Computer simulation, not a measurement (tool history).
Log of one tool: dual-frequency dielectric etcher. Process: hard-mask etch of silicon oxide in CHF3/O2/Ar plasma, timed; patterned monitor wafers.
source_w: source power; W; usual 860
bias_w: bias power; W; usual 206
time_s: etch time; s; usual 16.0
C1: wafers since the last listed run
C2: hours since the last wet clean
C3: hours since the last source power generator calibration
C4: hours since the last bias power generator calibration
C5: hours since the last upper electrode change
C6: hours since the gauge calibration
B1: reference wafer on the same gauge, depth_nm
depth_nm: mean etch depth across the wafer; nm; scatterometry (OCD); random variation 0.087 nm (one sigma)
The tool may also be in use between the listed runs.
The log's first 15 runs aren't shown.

Run 16, hour 856.8: usual settings but source_w 990 W, bias_w 169 W, time_s 12.0 s; C1 852; C2 566.6; C3 2163.4; C4 3274.4; C5 2332.4; C6 1434.8; B1 37.72. Result: depth_nm 27.56 nm.
At hour 873.9: gauge calibrated.
Run 17, hour 901.2: usual settings; C1 636; C2 611.0; C3 2207.8; C4 3318.8; C5 2376.8; C6 27.3; B1 37.67. Result: depth_nm 36.87 nm.
At hour 943.9: source power generator calibrated.
At hour 948.1: wet clean of the chamber.
At hour 986.4: bias power generator calibrated.
Run 18, hour 1041.9: usual settings but bias_w 189 W; C1 1841; C2 93.8; C3 98.0; C4 55.5; C5 2517.5; C6 168.0; B1 37.72. Result: depth_nm 35.08 nm.
Run 19, hour 1101.6: usual settings but bias_w 243 W; C1 855; C2 153.5; C3 157.7; C4 115.2; C5 2577.2; C6 227.7; B1 37.69. Result: depth_nm 38.10 nm.
Run 20, hour 1151.6: usual settings; C1 716; C2 203.5; C3 207.7; C4 165.2; C5 2627.2; C6 277.7; B1 37.69. Result: depth_nm 36.21 nm.
At hour 1185.0: upper electrode replaced.
Run 21, hour 1209.3: usual settings but bias_w 185 W, time_s 12.5 s; C1 483; C2 261.2; C3 265.4; C4 222.9; C5 24.3; C6 335.4; B1 37.68. Result: depth_nm 27.06 nm.
Run 22, hour 1269.2: usual settings but source_w 760 W, bias_w 242 W, time_s 19.0 s; C1 858; C2 321.1; C3 325.3; C4 282.8; C5 84.2; C6 395.3; B1 37.71. Result: depth_nm 43.02 nm.
Run 23, hour 1309.3: usual settings; C1 574; C2 361.2; C3 365.4; C4 322.9; C5 124.3; C6 435.4; B1 37.69. Result: depth_nm 36.14 nm.
Run 24, hour 1371.0: usual settings; C1 884; C2 422.9; C3 427.1; C4 384.6; C5 186.0; C6 497.1; B1 37.72. Result: depth_nm 35.90 nm.
Run 25, hour 1438.9: usual settings but source_w 1030 W, bias_w 183 W, time_s 19.0 s; C1 973; C2 490.8; C3 495.0; C4 452.5; C5 253.9; C6 565.0; B1 37.71. Result: depth_nm 44.45 nm.
At hour 1508.6: wet clean of the chamber.
Run 26, hour 1509.1: usual settings; C1 662; C2 0.5; C3 565.2; C4 522.7; C5 324.1; C6 635.2; B1 37.70. Result: depth_nm 36.28 nm.
Run 27, hour 1557.8: usual settings but time_s 14.0 s; C1 698; C2 49.2; C3 613.9; C4 571.4; C5 372.8; C6 683.9; B1 37.66. Result: depth_nm 31.55 nm.
Run 28, hour 1614.2: usual settings but time_s 14.0 s; C1 808; C2 105.6; C3 670.3; C4 627.8; C5 429.2; C6 740.3; B1 37.72. Result: depth_nm 31.65 nm.
Run 29, hour 1681.0: usual settings but source_w 780 W, bias_w 252 W, time_s 17.5 s; C1 957; C2 172.4; C3 737.1; C4 694.6; C5 496.0; C6 807.1; B1 37.68. Result: depth_nm 40.72 nm.
Run 30, hour 1710.2: usual settings; C1 418; C2 201.6; C3 766.3; C4 723.8; C5 525.2; C6 836.3; B1 37.68. Result: depth_nm 36.21 nm.
Run 31, hour 1780.2: usual settings but source_w 800 W, time_s 12.5 s; C1 1003; C2 271.6; C3 836.3; C4 793.8; C5 595.2; C6 906.3; B1 37.73. Result: depth_nm 27.23 nm.

3 ways to go on from here, each from the tool as it stands after run 31. What would each give?
Run A, hour 1780.6: usual settings but bias_w 224 W; C1 5; C2 272.0; C3 836.7; C4 794.2; C5 595.6; C6 906.7; B1 ?. Result: depth_nm ?.
Run B, hour 1780.6: usual settings but source_w 660 W; C1 5; C2 272.0; C3 836.7; C4 794.2; C5 595.6; C6 906.7; B1 ?. Result: depth_nm ?.
Run C, hour 1780.6: usual settings but source_w 780 W, bias_w 170 W, time_s 11.5 s; C1 5; C2 272.0; C3 836.7; C4 794.2; C5 595.6; C6 906.7; B1 ?. Result: depth_nm ?.

run     B1  depth_nm
  A  37.72     37.23
  B  37.72     32.24
  C  37.72     23.36
Without the tool's hidden state the same runs would have given:
run  depth_nm
  A     37.19
  B     32.21
  C     23.34
